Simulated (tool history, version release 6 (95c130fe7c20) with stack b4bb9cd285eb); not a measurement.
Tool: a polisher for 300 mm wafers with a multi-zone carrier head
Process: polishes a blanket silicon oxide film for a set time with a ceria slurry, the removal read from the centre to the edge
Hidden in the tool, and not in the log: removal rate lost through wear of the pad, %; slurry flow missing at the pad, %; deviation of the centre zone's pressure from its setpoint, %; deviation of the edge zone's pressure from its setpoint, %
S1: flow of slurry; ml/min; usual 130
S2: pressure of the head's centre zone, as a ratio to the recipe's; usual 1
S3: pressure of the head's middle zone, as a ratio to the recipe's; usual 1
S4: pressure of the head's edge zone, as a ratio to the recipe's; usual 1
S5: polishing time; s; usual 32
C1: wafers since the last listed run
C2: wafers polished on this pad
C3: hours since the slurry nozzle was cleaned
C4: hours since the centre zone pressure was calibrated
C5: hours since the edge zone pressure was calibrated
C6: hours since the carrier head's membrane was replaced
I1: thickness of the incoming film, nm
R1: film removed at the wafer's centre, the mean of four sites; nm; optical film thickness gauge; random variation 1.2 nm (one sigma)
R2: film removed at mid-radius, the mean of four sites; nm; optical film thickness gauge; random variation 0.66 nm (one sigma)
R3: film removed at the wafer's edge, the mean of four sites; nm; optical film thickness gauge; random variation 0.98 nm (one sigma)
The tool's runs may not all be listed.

run    hour   S1    S2    S3    S4  S5   C1    C2     C3     C4      C5     C6      I1     R1     R2     R3
  1       0  130     1     1     1  32    0  1090  288.3    256   852.4  528.6  1419.5  101.4  100.8   98.4
         21  -- slurry nozzle cleaned
       59.2  -- worn pad replaced by a new one
  2    69.1  130     1     1     1  32  416    64   48.1  325.1   921.5  597.7  1416.5  100.6    101   98.7
         75  -- centre zone pressure recalibrated
  3     108  130     1     1     1  32  239   303     87     33   960.4  636.6    1424  103.2   99.3   97.3
  4   178.6  130     1     1     1  32  458   761  157.6  103.6    1031  707.2  1430.5  102.9  100.6   98.8
  5   244.3  130     1     1     1  38  426  1188  223.3  169.3  1096.7  772.9  1452.6  120.8  119.5  117.4
      260.7  -- slurry nozzle cleaned
      271.4  -- worn pad replaced by a new one
      288.1  -- carrier head's membrane replaced by a new one
  6   311.1  130     1     1     1  38  368   225   50.4  236.1  1163.5     23  1432.8    121  117.9  115.1
  7   369.3  130     1     1     1  38  377   602  108.6  294.3  1221.7   81.2  1437.2  120.1    118  117.4
      407.6  -- centre zone pressure recalibrated
  8   410.3  130     1     1  0.92  32  253   856  149.6    2.7  1262.7  122.2  1455.5  102.9  101.1   92.9
  9   461.7  130     1     1  0.92  32  333  1189    201   54.1  1314.1  173.6  1466.4   98.8  100.2   93.6
 10     493  130     1  1.07     1  37  203  1392  232.3   85.4  1345.4  204.9  1423.1  118.2  121.7  111.8
      517.4  -- worn pad replaced by a new one
 11   561.4  130     1  0.88     1  32  418   285  300.7  153.8  1413.8  273.3  1468.3  101.1   91.6   97.5
      573.1  -- edge zone pressure recalibrated
      580.2  -- slurry nozzle cleaned
 12   606.2  130     1     1     1  32  271   556     26  198.6    33.1  318.1    1439   99.1  100.9   98.8
 13   664.7  130     1     1  1.09  32  379   936   84.5  257.1    91.6  376.6    1427   98.1  100.5  100.9
 14   710.8  130     1  1.08     1  32  299  1235  130.6  303.2   137.7  422.7  1418.6  101.7  105.6   95.6
      739.2  -- centre zone pressure recalibrated
        755  -- worn pad replaced by a new one
 15     756  100     1     1     1  32  254     6  175.8   16.8   182.9  467.9  1435.5   93.7   95.4   95.1
 16   789.6  130     1     1     1  32  218   224  209.4   50.4   216.5  501.5  1432.6  100.6  100.3   96.3
 17   818.4  155  1.05     1  1.03  32  186   411  238.2   79.2   245.3  530.3    1430  107.4  103.6  101.5
 18   889.9  145     1     1  1.11  38  464   875  309.7  150.7   316.8  601.8  1454.2  122.7  120.1  125.3
      901.6  -- slurry nozzle cleaned
 19   921.6  170     1     1     1  32  199  1075     20  182.4   348.5  633.5  1414.5  106.9  103.8  100.1
 20   979.4  150     1     1  1.11  25  375  1450   77.8  240.2   406.3  691.3  1450.7   82.4   79.8   80.5
     1005.4  -- worn pad replaced by a new one
 21  1041.9  130  0.96  1.05     1  42  379   236  140.3  302.7   468.8  753.8  1437.5  126.5  136.2  130.6

Hidden state at the last listed run before each entry between runs and at the first one after, where it differs:
Between runs 1 and 2: slurry nozzle cleaned (hour 21); worn pad replaced by a new one (hour 59.2)
  no hidden state differs between the two runs
Between runs 2 and 3: centre zone pressure recalibrated (hour 75)
  no hidden state differs between the two runs
Between runs 5 and 6: slurry nozzle cleaned (hour 260.7); worn pad replaced by a new one (hour 271.4); carrier head's membrane replaced by a new one (hour 288.1)
  no hidden state differs between the two runs
Between runs 7 and 8: centre zone pressure recalibrated (hour 407.6)
  no hidden state differs between the two runs
Between runs 10 and 11: worn pad replaced by a new one (hour 517.4)
  no hidden state differs between the two runs
Between runs 11 and 12: edge zone pressure recalibrated (hour 573.1); slurry nozzle cleaned (hour 580.2)
  no hidden state differs between the two runs
Between runs 14 and 15: centre zone pressure recalibrated (hour 739.2); worn pad replaced by a new one (hour 755)
  no hidden state differs between the two runs
Between runs 18 and 19: slurry nozzle cleaned (hour 901.6)
  no hidden state differs between the two runs
Between runs 20 and 21: worn pad replaced by a new one (hour 1005.4)
  no hidden state differs between the two runs
